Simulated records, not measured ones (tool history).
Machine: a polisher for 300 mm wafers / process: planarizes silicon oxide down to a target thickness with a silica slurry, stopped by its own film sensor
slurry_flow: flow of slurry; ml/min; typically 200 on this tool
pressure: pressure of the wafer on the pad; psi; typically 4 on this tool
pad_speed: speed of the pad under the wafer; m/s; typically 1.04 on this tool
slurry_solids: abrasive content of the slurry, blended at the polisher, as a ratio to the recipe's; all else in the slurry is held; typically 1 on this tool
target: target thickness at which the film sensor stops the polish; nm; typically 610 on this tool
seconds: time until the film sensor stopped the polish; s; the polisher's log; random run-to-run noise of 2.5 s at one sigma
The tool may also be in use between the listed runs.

run   hour  slurry_flow  pressure  pad_speed  slurry_solids  target  incoming thickness of the incoming film, nm  seconds
  1      0          200         4       1.04              1     610                                       1043.2    152.4
      37.6  -- head pressure recalibrated
      48.8  -- slurry nozzle cleaned
      86.1  -- worn pad replaced by a new one
  2   86.6          200         4       1.04              1     610                                       1034.9    162.9
      99.7  -- slurry blender recalibrated
  3  128.9          200         4       1.04              1     610                                       1016.7    156.3
  4  210.7          200         4       1.04              1     610                                       1022.9    159.3
     261.2  -- conditioning disc replaced and pad reconditioned
  5  266.5          200         4       1.04              1     610                                       1018.9    155.6
  6  313.4          200         4       1.04              1     610                                       1020.2    158.8
  7  355.9          200         5        1.2              1     610                                       1039.3    121.1
  8  409.8          265         4       1.04              1     610                                       1018.6    160.5
  9  463.3          270       3.2       1.04           1.15     750                                       1031.1    129.3
     522.2  -- head pressure recalibrated, repeated, since the last time left the tool worse
 10  536.5          200         4       1.04              1     610                                       1038.5    148.3
 11  575.2          155         4       1.04              1     686                                       1031.3    120.9
     630.6  -- slurry nozzle cleaned
 12  633.6          200       5.1       1.04              1     508                                       1020.8      145
     653.6  -- slurry blender recalibrated
     653.7  -- worn pad replaced by a new one
 13  714.3          200         4       1.04              1     610                                       1047.4    153.5
     744.5  -- conditioning disc replaced and pad reconditioned
 14  796.8          200         4       1.04              1     610                                       1027.4    146.5
 15  863.7          160         4       1.04           1.15     610                                       1012.2    135.6

For run 16, what comes out?
 16  945.3          140         4       0.86              1     610                                       1023.9        ?

seconds: 176.7 s
On a tool with no hidden condition, and with the same random variation, this run would have come out at seconds 166.5 s.
